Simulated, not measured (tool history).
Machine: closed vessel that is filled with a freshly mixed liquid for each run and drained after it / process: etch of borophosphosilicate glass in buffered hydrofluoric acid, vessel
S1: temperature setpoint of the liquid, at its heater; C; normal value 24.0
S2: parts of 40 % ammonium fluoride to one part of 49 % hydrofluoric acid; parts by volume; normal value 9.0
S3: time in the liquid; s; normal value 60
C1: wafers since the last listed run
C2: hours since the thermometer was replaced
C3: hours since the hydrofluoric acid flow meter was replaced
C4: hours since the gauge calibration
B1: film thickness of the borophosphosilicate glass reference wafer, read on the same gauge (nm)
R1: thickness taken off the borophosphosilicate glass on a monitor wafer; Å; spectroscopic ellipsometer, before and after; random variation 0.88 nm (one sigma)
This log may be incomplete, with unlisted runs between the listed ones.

run	hour	S1	S2	S3	C1	C2	C3	C4	B1	R1
1	0.0	24.0	9.0	60	0	2145.5	1551.4	208.4	59.98	1040.6
2	52.8	24.0	9.0	60	4840	2198.3	1604.2	261.2	60.01	1047.5
3	88.9	24.0	9.0	60	3309	2234.4	1640.3	297.3	60.00	1038.1
4	148.7	24.0	9.0	60	5482	2294.2	1700.1	357.1	60.00	1042.9
5	178.9	24.0	9.0	60	2768	2324.4	1730.3	387.3	60.00	1028.6
6	368.6	24.0	9.0	60	17392	2514.1	1920.0	577.0	60.02	1014.5
7	436.8	24.0	9.0	60	6252	2582.3	1988.2	645.2	60.02	999.1
8	463.6	24.0	11.5	60	2457	2609.1	2015.0	672.0	59.98	804.0
9	488.0	24.0	9.0	35	2237	2633.5	2039.4	696.4	59.97	592.5
10	544.5	24.0	9.0	35	5180	2690.0	2095.9	752.9	60.01	587.0
11	589.2	24.0	9.0	35	4098	2734.7	2140.6	797.6	59.98	580.6
12	648.8	24.0	9.0	60	5464	2794.3	2200.2	857.2	59.99	997.2
13	675.4	24.0	9.0	60	2438	2820.9	2226.8	883.8	60.00	1008.6
14	744.2	24.0	7.0	90	6307	2889.7	2295.6	952.6	60.01	1850.7
# hour 775.4: hydrofluoric acid flow meter replaced
15	788.9	25.5	9.0	45	4006	2934.4	13.5	997.3	60.00	886.9
# hour 825.7: thermometer replaced
16	848.1	24.0	9.0	60	5335	22.4	72.7	1056.5	59.98	1091.3
17	915.6	24.0	10.0	60	6188	89.9	140.2	1124.0	60.01	1006.9
18	977.1	28.0	7.0	90	5638	151.4	201.7	1185.5	60.00	2616.9
19	1009.3	20.5	6.0	90	2952	183.6	233.9	1217.7	60.02	2036.1
20	1045.2	21.0	6.5	45	3291	219.5	269.8	1253.6	59.98	961.3
# hour 1090.9: gauge calibrated
21	1102.7	28.0	6.5	90	5271	277.0	327.3	11.8	59.99	2803.7
22	1165.8	21.5	9.0	30	5785	340.1	390.4	74.9	60.01	475.3
23	1213.1	26.5	9.0	60	4336	387.4	437.7	122.2	60.00	1246.9
24	1265.8	26.0	6.0	45	4831	440.1	490.4	174.9	60.03	1341.0
25	1325.7	24.0	9.0	60	5491	500.0	550.3	234.8	60.02	1088.0
26	1392.9	24.0	9.0	60	6161	567.2	617.5	302.0	59.99	1081.0
27	1429.6	24.0	9.0	30	3364	603.9	654.2	338.7	59.99	533.5

3 options for the next run, each taken on its own from the tool as it stands now. Forecast them:
A	1430.3	27.0	9.0	60	64	604.6	654.9	339.4	?	?
B	1430.3	19.0	11.5	35	64	604.6	654.9	339.4	?	?
C	1430.3	24.0	10.5	85	64	604.6	654.9	339.4	?	?

run	B1	R1
A	60.02	1248.2
B	60.02	377.5
C	60.02	1318.6
What these runs would have given with no unlogged condition in the tool:
run	R1
A	1291.1
B	397.8
C	1389.2
